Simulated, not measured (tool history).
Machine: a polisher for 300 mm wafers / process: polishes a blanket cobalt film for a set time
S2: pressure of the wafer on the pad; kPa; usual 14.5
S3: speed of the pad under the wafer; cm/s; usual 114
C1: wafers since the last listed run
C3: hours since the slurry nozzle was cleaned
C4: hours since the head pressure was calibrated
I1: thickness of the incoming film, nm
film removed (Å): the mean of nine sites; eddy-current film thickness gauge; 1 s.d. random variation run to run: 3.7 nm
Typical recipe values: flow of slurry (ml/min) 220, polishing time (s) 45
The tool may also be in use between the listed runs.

{"run": 1, "hour": 0.0, "flow of slurry (ml/min)": 170, "S2": 14.5, "S3": 84, "polishing time (s)": 45, "C1": 0, "wafers polished on this pad": 3814, "C3": 115.2, "C4": 146.4, "I1": 768.8, "film removed (Å)": 2154}
{"hour": 32.9, "done": "worn pad replaced by a new one"}
{"run": 2, "hour": 52.2, "flow of slurry (ml/min)": 170, "S2": 14.5, "S3": 84, "polishing time (s)": 45, "C1": 567, "wafers polished on this pad": 226, "C3": 167.4, "C4": 198.6, "I1": 768.2, "film removed (Å)": 2130}
{"run": 3, "hour": 122.2, "flow of slurry (ml/min)": 220, "S2": 14.5, "S3": 114, "polishing time (s)": 45, "C1": 824, "wafers polished on this pad": 1050, "C3": 237.4, "C4": 268.6, "I1": 780.0, "film removed (Å)": 2970}
{"run": 4, "hour": 169.4, "flow of slurry (ml/min)": 220, "S2": 14.5, "S3": 114, "polishing time (s)": 45, "C1": 555, "wafers polished on this pad": 1606, "C3": 284.6, "C4": 315.8, "I1": 781.6, "film removed (Å)": 2873}
{"hour": 179.8, "done": "head pressure recalibrated"}
{"run": 5, "hour": 227.1, "flow of slurry (ml/min)": 220, "S2": 14.5, "S3": 114, "polishing time (s)": 45, "C1": 655, "wafers polished on this pad": 2262, "C3": 342.3, "C4": 47.3, "I1": 777.4, "film removed (Å)": 3114}
{"run": 6, "hour": 333.0, "flow of slurry (ml/min)": 220, "S2": 14.5, "S3": 114, "polishing time (s)": 45, "C1": 1246, "wafers polished on this pad": 3508, "C3": 448.2, "C4": 153.2, "I1": 793.4, "film removed (Å)": 2990}
{"run": 7, "hour": 407.9, "flow of slurry (ml/min)": 220, "S2": 14.5, "S3": 114, "polishing time (s)": 45, "C1": 881, "wafers polished on this pad": 4390, "C3": 523.1, "C4": 228.1, "I1": 782.6, "film removed (Å)": 3037}
{"hour": 432.6, "done": "worn pad replaced by a new one"}
{"run": 8, "hour": 502.7, "flow of slurry (ml/min)": 220, "S2": 14.5, "S3": 114, "polishing time (s)": 45, "C1": 1068, "wafers polished on this pad": 824, "C3": 617.9, "C4": 322.9, "I1": 775.1, "film removed (Å)": 2933}
{"hour": 539.8, "done": "head pressure recalibrated"}
{"run": 9, "hour": 592.9, "flow of slurry (ml/min)": 220, "S2": 14.5, "S3": 114, "polishing time (s)": 45, "C1": 1038, "wafers polished on this pad": 1863, "C3": 708.1, "C4": 53.1, "I1": 783.9, "film removed (Å)": 3043}
{"hour": 658.1, "done": "slurry nozzle cleaned"}
{"run": 10, "hour": 691.1, "flow of slurry (ml/min)": 220, "S2": 14.5, "S3": 114, "polishing time (s)": 35, "C1": 1144, "wafers polished on this pad": 3007, "C3": 33.0, "C4": 151.3, "I1": 780.0, "film removed (Å)": 2316}
{"run": 11, "hour": 748.5, "flow of slurry (ml/min)": 220, "S2": 14.5, "S3": 114, "polishing time (s)": 45, "C1": 675, "wafers polished on this pad": 3683, "C3": 90.4, "C4": 208.7, "I1": 788.7, "film removed (Å)": 2978}
{"run": 12, "hour": 811.9, "flow of slurry (ml/min)": 255, "S2": 17.2, "S3": 114, "polishing time (s)": 45, "C1": 746, "wafers polished on this pad": 4429, "C3": 153.8, "C4": 272.1, "I1": 787.8, "film removed (Å)": 3479}
{"hour": 817.9, "done": "worn pad replaced by a new one"}
{"run": 13, "hour": 878.5, "flow of slurry (ml/min)": 195, "S2": 17.2, "S3": 114, "polishing time (s)": 53, "C1": 736, "wafers polished on this pad": 713, "C3": 220.4, "C4": 338.7, "I1": 782.0, "film removed (Å)": 3935}
{"hour": 925.7, "done": "head pressure recalibrated"}
{"run": 14, "hour": 1155.4, "flow of slurry (ml/min)": 150, "S2": 14.5, "S3": 130, "polishing time (s)": 45, "C1": 3236, "wafers polished on this pad": 3949, "C3": 497.3, "C4": 229.7, "I1": 782.7, "film removed (Å)": 3215}
{"hour": 1162.8, "done": "worn pad replaced by a new one"}
{"hour": 1231.3, "done": "head pressure recalibrated"}
{"run": 15, "hour": 1441.5, "flow of slurry (ml/min)": 220, "S2": 14.5, "S3": 114, "polishing time (s)": 45, "C1": 3297, "wafers polished on this pad": 3257, "C3": 783.4, "C4": 210.2, "I1": 775.4, "film removed (Å)": 2975}
{"hour": 1497.0, "done": "worn pad replaced by a new one"}
{"run": 16, "hour": 1537.2, "flow of slurry (ml/min)": 275, "S2": 14.5, "S3": 114, "polishing time (s)": 45, "C1": 1079, "wafers polished on this pad": 473, "C3": 879.1, "C4": 305.9, "I1": 779.1, "film removed (Å)": 2969}

Run 17, settings as shown, results not yet in. Your forecast:
{"hour": 1580.8, "done": "slurry nozzle cleaned"}
{"hour": 1581.1, "done": "head pressure recalibrated"}
{"run": 17, "hour": 1606.6, "flow of slurry (ml/min)": 220, "S2": 14.5, "S3": 114, "polishing time (s)": 45, "C1": 801, "wafers polished on this pad": 1274, "C3": 25.8, "C4": 25.5, "I1": 778.2, "film removed (Å)": "?"}

film removed (Å): 3054
Take away the tool's hidden state, keep the run-to-run variation as it was, and the same run would have given film removed (Å) 3065.
